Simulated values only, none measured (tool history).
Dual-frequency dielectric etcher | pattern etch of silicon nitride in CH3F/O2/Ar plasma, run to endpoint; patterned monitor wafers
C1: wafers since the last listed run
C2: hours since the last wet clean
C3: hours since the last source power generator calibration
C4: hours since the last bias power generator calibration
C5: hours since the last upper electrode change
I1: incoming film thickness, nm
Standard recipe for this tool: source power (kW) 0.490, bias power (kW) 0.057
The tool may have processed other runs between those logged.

{"run": 1, "hour": 0.0, "source power (kW)": 0.46, "bias power (kW)": 0.057, "C1": 0, "C2": 280.5, "C3": 1783.7, "C4": 3846.7, "C5": 5434.8, "I1": 21.98, "endpoint time (s)": 31.2}
{"run": 2, "hour": 7.7, "source power (kW)": 0.46, "bias power (kW)": 0.057, "C1": 127, "C2": 288.2, "C3": 1791.4, "C4": 3854.4, "C5": 5442.5, "I1": 21.91, "endpoint time (s)": 31.3}
{"run": 3, "hour": 18.9, "source power (kW)": 0.49, "bias power (kW)": 0.057, "C1": 184, "C2": 299.4, "C3": 1802.6, "C4": 3865.6, "C5": 5453.7, "I1": 21.79, "endpoint time (s)": 30.0}
{"run": 4, "hour": 32.9, "source power (kW)": 0.49, "bias power (kW)": 0.057, "C1": 231, "C2": 313.4, "C3": 1816.6, "C4": 3879.6, "C5": 5467.7, "I1": 22.0, "endpoint time (s)": 30.3}
{"run": 5, "hour": 40.3, "source power (kW)": 0.49, "bias power (kW)": 0.057, "C1": 122, "C2": 320.8, "C3": 1824.0, "C4": 3887.0, "C5": 5475.1, "I1": 21.71, "endpoint time (s)": 30.2}
{"run": 6, "hour": 53.0, "source power (kW)": 0.56, "bias power (kW)": 0.057, "C1": 209, "C2": 333.5, "C3": 1836.7, "C4": 3899.7, "C5": 5487.8, "I1": 21.77, "endpoint time (s)": 27.5}
{"run": 7, "hour": 64.7, "source power (kW)": 0.45, "bias power (kW)": 0.051, "C1": 193, "C2": 345.2, "C3": 1848.4, "C4": 3911.4, "C5": 5499.5, "I1": 21.76, "endpoint time (s)": 32.3}
{"run": 8, "hour": 78.4, "source power (kW)": 0.45, "bias power (kW)": 0.051, "C1": 226, "C2": 358.9, "C3": 1862.1, "C4": 3925.1, "C5": 5513.2, "I1": 21.71, "endpoint time (s)": 32.4}
{"run": 9, "hour": 90.4, "source power (kW)": 0.49, "bias power (kW)": 0.057, "C1": 198, "C2": 370.9, "C3": 1874.1, "C4": 3937.1, "C5": 5525.2, "I1": 21.73, "endpoint time (s)": 30.2}
{"run": 10, "hour": 129.2, "source power (kW)": 0.49, "bias power (kW)": 0.057, "C1": 640, "C2": 409.7, "C3": 1912.9, "C4": 3975.9, "C5": 5564.0, "I1": 21.89, "endpoint time (s)": 30.5}
{"hour": 136.5, "done": "bias power generator calibrated"}
{"run": 11, "hour": 142.0, "source power (kW)": 0.49, "bias power (kW)": 0.057, "C1": 145, "C2": 422.5, "C3": 1925.7, "C4": 5.5, "C5": 5576.8, "I1": 21.89, "endpoint time (s)": 30.5}
{"hour": 177.1, "done": "wet clean of the chamber"}
{"run": 12, "hour": 177.6, "source power (kW)": 0.49, "bias power (kW)": 0.057, "C1": 191, "C2": 0.5, "C3": 1961.3, "C4": 41.1, "C5": 5612.4, "I1": 21.71, "endpoint time (s)": 28.9}
{"run": 13, "hour": 177.9, "source power (kW)": 0.41, "bias power (kW)": 0.068, "C1": 4, "C2": 0.8, "C3": 1961.6, "C4": 41.4, "C5": 5612.7, "I1": 21.96, "endpoint time (s)": 31.5}
{"run": 14, "hour": 178.2, "source power (kW)": 0.41, "bias power (kW)": 0.068, "C1": 4, "C2": 1.1, "C3": 1961.9, "C4": 41.7, "C5": 5613.0, "I1": 21.66, "endpoint time (s)": 30.9}
{"run": 15, "hour": 178.8, "source power (kW)": 0.44, "bias power (kW)": 0.065, "C1": 9, "C2": 1.7, "C3": 1962.5, "C4": 42.3, "C5": 5613.6, "I1": 21.71, "endpoint time (s)": 30.0}
{"run": 16, "hour": 189.7, "source power (kW)": 0.49, "bias power (kW)": 0.057, "C1": 179, "C2": 12.6, "C3": 1973.4, "C4": 53.2, "C5": 5624.5, "I1": 22.12, "endpoint time (s)": 29.4}
{"hour": 215.9, "done": "upper electrode replaced"}
{"run": 17, "hour": 216.4, "source power (kW)": 0.44, "bias power (kW)": 0.049, "C1": 44, "C2": 39.3, "C3": 2000.1, "C4": 79.9, "C5": 0.5, "I1": 21.81, "endpoint time (s)": 32.6}
{"run": 18, "hour": 216.7, "source power (kW)": 0.43, "bias power (kW)": 0.05, "C1": 4, "C2": 39.6, "C3": 2000.4, "C4": 80.2, "C5": 0.8, "I1": 21.48, "endpoint time (s)": 32.2}
{"run": 19, "hour": 217.1, "source power (kW)": 0.49, "bias power (kW)": 0.063, "C1": 6, "C2": 40.0, "C3": 2000.8, "C4": 80.6, "C5": 1.2, "I1": 21.9, "endpoint time (s)": 28.6}
{"run": 20, "hour": 228.0, "source power (kW)": 0.43, "bias power (kW)": 0.069, "C1": 179, "C2": 50.9, "C3": 2011.7, "C4": 91.5, "C5": 12.1, "I1": 21.96, "endpoint time (s)": 30.3}
{"hour": 261.5, "done": "source power generator calibrated"}
{"run": 21, "hour": 274.1, "source power (kW)": 0.46, "bias power (kW)": 0.045, "C1": 694, "C2": 97.0, "C3": 12.6, "C4": 137.6, "C5": 58.2, "I1": 21.87, "endpoint time (s)": 32.4}
{"run": 22, "hour": 281.6, "source power (kW)": 0.49, "bias power (kW)": 0.052, "C1": 123, "C2": 104.5, "C3": 20.1, "C4": 145.1, "C5": 65.7, "I1": 21.7, "endpoint time (s)": 29.8}
{"run": 23, "hour": 291.1, "source power (kW)": 0.59, "bias power (kW)": 0.047, "C1": 156, "C2": 114.0, "C3": 29.6, "C4": 154.6, "C5": 75.2, "I1": 21.82, "endpoint time (s)": 28.0}
{"run": 24, "hour": 301.6, "source power (kW)": 0.53, "bias power (kW)": 0.05, "C1": 173, "C2": 124.5, "C3": 40.1, "C4": 165.1, "C5": 85.7, "I1": 21.87, "endpoint time (s)": 28.9}
{"run": 25, "hour": 312.5, "source power (kW)": 0.49, "bias power (kW)": 0.057, "C1": 179, "C2": 135.4, "C3": 51.0, "C4": 176.0, "C5": 96.6, "I1": 21.79, "endpoint time (s)": 29.4}
{"run": 26, "hour": 323.0, "source power (kW)": 0.44, "bias power (kW)": 0.068, "C1": 173, "C2": 145.9, "C3": 61.5, "C4": 186.5, "C5": 107.1, "I1": 21.8, "endpoint time (s)": 30.1}
{"run": 27, "hour": 332.1, "source power (kW)": 0.49, "bias power (kW)": 0.057, "C1": 150, "C2": 155.0, "C3": 70.6, "C4": 195.6, "C5": 116.2, "I1": 21.89, "endpoint time (s)": 29.4}
{"run": 28, "hour": 342.7, "source power (kW)": 0.49, "bias power (kW)": 0.057, "C1": 174, "C2": 165.6, "C3": 81.2, "C4": 206.2, "C5": 126.8, "I1": 21.9, "endpoint time (s)": 29.7}

Branching from run 28: 4 alternative next runs. What would each branch give?
{"run": "A", "hour": 343.1, "source power (kW)": 0.41, "bias power (kW)": 0.057, "C1": 6, "C2": 166.0, "C3": 81.6, "C4": 206.6, "C5": 127.2, "I1": 21.7, "endpoint time (s)": "?"}
{"run": "B", "hour": 343.1, "source power (kW)": 0.59, "bias power (kW)": 0.057, "C1": 6, "C2": 166.0, "C3": 81.6, "C4": 206.6, "C5": 127.2, "I1": 21.7, "endpoint time (s)": "?"}
{"run": "C", "hour": 343.1, "source power (kW)": 0.61, "bias power (kW)": 0.069, "C1": 6, "C2": 166.0, "C3": 81.6, "C4": 206.6, "C5": 127.2, "I1": 21.7, "endpoint time (s)": "?"}
{"run": "D", "hour": 343.1, "source power (kW)": 0.53, "bias power (kW)": 0.065, "C1": 6, "C2": 166.0, "C3": 81.6, "C4": 206.6, "C5": 127.2, "I1": 21.7, "endpoint time (s)": "?"}

run=A endpoint_time_(s)=32.9
run=B endpoint_time_(s)=26.5
run=C endpoint_time_(s)=24.7
run=D endpoint_time_(s)=27.2
With the hidden condition removed and each run's random variation left untouched, the same runs would have given:
run=A endpoint_time_(s)=32.4
run=B endpoint_time_(s)=26.0
run=C endpoint_time_(s)=24.3
run=D endpoint_time_(s)=26.7
